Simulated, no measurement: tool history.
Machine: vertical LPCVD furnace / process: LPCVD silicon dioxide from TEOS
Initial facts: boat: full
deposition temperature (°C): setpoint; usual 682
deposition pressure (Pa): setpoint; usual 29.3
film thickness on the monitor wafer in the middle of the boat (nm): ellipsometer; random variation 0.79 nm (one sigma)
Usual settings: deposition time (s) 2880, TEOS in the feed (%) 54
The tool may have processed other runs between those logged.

| run | hour | deposition temperature (°C) | deposition pressure (Pa) | deposition time (s) | TEOS in the feed (%) | read-back reference wafer on the same gauge, thickness | film thickness on the monitor wafer in the middle of the boat (nm) |
|---|---|---|---|---|---|---|---|
| 1 | 0.0 | 678 | 29.3 | 2880 | 54 | 189.09 | 169.24 |
| 2 | 21.5 | 678 | 29.3 | 2880 | 54 | 188.92 | 167.90 |
| 3 | 40.5 | 682 | 29.3 | 2880 | 54 | 189.03 | 184.69 |
|  | 75.2 | thermocouples replaced and temperature profile calibrated |
|  | 86.5 | TEOS flow controller replaced |
| 4 | 87.0 | 682 | 29.3 | 2880 | 54 | 189.15 | 194.99 |
| 5 | 123.1 | 682 | 25.3 | 2880 | 50 | 188.94 | 174.01 |
| 6 | 131.3 | 682 | 25.3 | 2880 | 50 | 188.97 | 175.06 |
|  | 163.2 | thermocouples replaced and temperature profile calibrated, repeated, since the last time left the tool worse |
| 7 | 163.7 | 682 | 25.3 | 2880 | 50 | 189.06 | 155.72 |
| 8 | 168.8 | 674 | 29.3 | 2880 | 54 | 189.10 | 142.79 |
| 9 | 173.9 | 674 | 29.3 | 2880 | 54 | 189.03 | 142.12 |
| 10 | 183.3 | 689 | 23.3 | 2880 | 49 | 188.94 | 175.82 |
| 11 | 200.8 | 682 | 29.3 | 2880 | 54 | 188.92 | 174.50 |
| 12 | 209.0 | 682 | 29.3 | 2880 | 54 | 188.87 | 173.41 |
| 13 | 220.8 | 682 | 24.0 | 2880 | 64 | 189.08 | 170.16 |
| 14 | 239.2 | 682 | 29.3 | 3210 | 44 | 188.84 | 174.88 |
| 15 | 250.6 | 682 | 34.0 | 2880 | 54 | 188.79 | 187.31 |
| 16 | 260.2 | 675 | 29.3 | 2880 | 50 | 188.63 | 141.24 |
|  | 263.9 | gauge calibrated |
| 17 | 273.8 | 682 | 32.0 | 1890 | 45 | 188.92 | 108.93 |
| 18 | 289.2 | 682 | 25.3 | 3390 | 54 | 189.13 | 191.20 |
|  | 316.1 | pressure gauge zeroed |
| 19 | 316.6 | 682 | 29.3 | 2580 | 54 | 188.81 | 155.47 |
| 20 | 321.7 | 682 | 32.7 | 3930 | 61 | 188.81 | 266.20 |
| 21 | 337.4 | 690 | 24.0 | 3420 | 54 | 188.87 | 224.74 |
| 22 | 351.1 | 682 | 29.3 | 2880 | 54 | 188.97 | 171.96 |
| 23 | 362.5 | 682 | 29.3 | 3900 | 57 | 189.13 | 242.30 |
| 24 | 378.3 | 693 | 29.3 | 2880 | 54 | 188.78 | 226.25 |
| 25 | 394.9 | 682 | 29.3 | 2880 | 45 | 189.13 | 158.96 |
| 26 | 418.1 | 682 | 36.0 | 2880 | 47 | 188.84 | 179.74 |
| 27 | 428.6 | 689 | 35.3 | 3870 | 54 | 189.11 | 307.34 |
| 28 | 442.8 | 682 | 29.3 | 2880 | 54 | 188.82 | 173.17 |
| 29 | 464.3 | 682 | 25.3 | 2880 | 50 | 188.63 | 155.94 |
| 30 | 473.8 | 682 | 29.3 | 2880 | 54 | 189.00 | 174.64 |

Below, some changes in film thickness on the monitor wafer in the middle of the boat (nm) between adjacent runs. For each, the amount present without the hidden state too (settings, incoming material, random variation) and the amount remaining for the hidden state with gauge scatter not shared by both compared results:
What the log doesn't record here: true tube temperature minus thermocouple reading, K; true pressure minus gauge reading, mTorr; deviation of the TEOS flow from its setpoint, %; gauge reads high (%).
Run 3 -> 4: thermocouples replaced and temperature profile calibrated, TEOS flow controller replaced. film thickness on the monitor wafer in the middle of the boat (nm) +10.30: hidden state +9.85, all else +0.45.
Run 4 -> 5: deposition pressure (Pa) 29.3 -> 25.3, TEOS in the feed (%) 54 -> 50. film thickness on the monitor wafer in the middle of the boat (nm) -20.98: hidden state -2.31, all else -18.67.
Run 6 -> 7: thermocouples replaced and temperature profile calibrated, repeated, since the last time left the tool worse. film thickness on the monitor wafer in the middle of the boat (nm) -19.34: hidden state -19.54, all else +0.20.
Run 19 -> 20: deposition pressure (Pa) 29.3 -> 32.7, deposition time (s) 2580 -> 3930, TEOS in the feed (%) 54 -> 61. film thickness on the monitor wafer in the middle of the boat (nm) +110.73: hidden state +1.05, all else +109.68.
Run 26 -> 27: deposition temperature (°C) 682 -> 689, deposition pressure (Pa) 36.0 -> 35.3, deposition time (s) 2880 -> 3870, TEOS in the feed (%) 47 -> 54. film thickness on the monitor wafer in the middle of the boat (nm) +127.60: hidden state +1.47, all else +126.13.
Run 27 -> 28: deposition temperature (°C) 689 -> 682, deposition pressure (Pa) 35.3 -> 29.3, deposition time (s) 3870 -> 2880. film thickness on the monitor wafer in the middle of the boat (nm) -134.17: hidden state -1.45, all else -132.72.
